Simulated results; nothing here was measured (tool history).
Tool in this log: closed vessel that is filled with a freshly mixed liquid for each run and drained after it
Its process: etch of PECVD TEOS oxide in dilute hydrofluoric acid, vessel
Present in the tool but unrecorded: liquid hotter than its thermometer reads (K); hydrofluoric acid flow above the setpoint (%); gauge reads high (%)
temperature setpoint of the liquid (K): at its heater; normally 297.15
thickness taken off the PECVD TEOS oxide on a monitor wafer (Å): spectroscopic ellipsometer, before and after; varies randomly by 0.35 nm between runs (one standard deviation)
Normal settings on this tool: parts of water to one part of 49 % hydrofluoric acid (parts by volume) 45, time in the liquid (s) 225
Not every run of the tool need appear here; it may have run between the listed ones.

run,hour,temperature setpoint of the liquid (K),parts of water to one part of 49 % hydrofluoric acid (parts by volume),time in the liquid (s),wafers since the last listed run,hours since the thermometer was replaced,hours since the hydrofluoric acid flow meter was replaced,hours since the gauge calibration,"read-back film thickness of the PECVD TEOS oxide reference wafer, read on the same gauge (nm)",thickness taken off the PECVD TEOS oxide on a monitor wafer (Å)
1,0,297.15,30,225,0,276.8,33.2,876.3,29.96,835.2
2,49.1,297.15,30,225,6070,325.9,82.3,925.4,30.04,826.9
3,102.1,297.15,30,225,6552,378.9,135.3,978.4,29.97,835
# hour 166.3: thermometer replaced
4,274.1,293.15,45,225,21142,107.8,307.3,1150.4,30.01,471.3
5,317.9,297.15,45,225,5415,151.6,351.1,1194.2,30.05,553.7
6,359.9,297.15,45,225,5192,193.6,393.1,1236.2,29.99,562.3
7,423.4,297.15,45,225,7851,257.1,456.6,1299.7,30.06,566.9
8,490.4,297.15,45,140,8283,324.1,523.6,1366.7,30.01,355.5
9,555.9,297.15,45,225,8098,389.6,589.1,1432.2,29.95,563.4
10,612.4,297.15,45,225,6985,446.1,645.6,1488.7,30.02,563.5
# hour 644.4: gauge calibrated
11,672.2,293.15,40,225,7393,505.9,705.4,27.8,29.99,547
12,698.5,293.15,40,225,3251,532.2,731.7,54.1,30.07,542.4
# hour 711.7: thermometer replaced
13,760.8,293.15,40,225,7579,49.1,794,116.4,30,549.6
14,816.1,296.15,45,265,6837,104.4,849.3,171.7,30,655.8
15,875,297.15,45,225,7282,163.3,908.2,230.6,29.98,584.1
16,904.2,297.15,45,225,3610,192.5,937.4,259.8,30.01,580.5
# hour 924: hydrofluoric acid flow meter replaced
17,934.4,299.65,30,225,3610,222.7,10.4,290,29.96,934.8
18,977.9,294.65,45,225,5378,266.2,53.9,333.5,29.96,497
19,1012.9,297.15,45,110,4327,301.2,88.9,368.5,29.94,267.3
20,1049.1,297.15,50,135,4475,337.4,125.1,404.7,30.04,294.8
21,1097,297.15,60,225,5922,385.3,173,452.6,30.07,406.4
22,1127.6,297.15,45,345,3783,415.9,203.6,483.2,30.01,862.6
# hour 1165.1: thermometer replaced
23,1188.2,297.15,60,100,7368,23.1,264.2,543.8,30.02,181.7
24,1260,297.15,45,225,8877,94.9,336,615.6,30.01,562.5
25,1329.4,295.65,30,90,8580,164.3,405.4,685,30.01,323.2
26,1368.1,299.65,50,155,4784,203,444.1,723.7,30.02,379.7
27,1429.2,297.15,45,225,7554,264.1,505.2,784.8,30,568.3
28,1498.2,301.15,55,225,8531,333.1,574.2,853.8,30,532.1

Below are 5 alternative next runs, each starting from the tool's condition after run 28. Predict each:
A,1498.9,297.15,45,225,86,333.8,574.9,854.5,?,?
B,1498.9,297.15,45,335,86,333.8,574.9,854.5,?,?
C,1498.9,297.15,35,225,86,333.8,574.9,854.5,?,?
D,1498.9,297.15,50,150,86,333.8,574.9,854.5,?,?
E,1498.9,294.15,35,330,86,333.8,574.9,854.5,?,?

run,"read-back film thickness of the PECVD TEOS oxide reference wafer, read on the same gauge (nm)",thickness taken off the PECVD TEOS oxide on a monitor wafer (Å)
A,30.04,570.3
B,30.04,849
C,30.04,742.5
D,30.04,340
E,30.04,959.6
Had the tool no hidden state, the same runs would have come out as:
run,thickness taken off the PECVD TEOS oxide on a monitor wafer (Å)
A,540.9
B,805.4
C,704.8
D,322.4
E,911
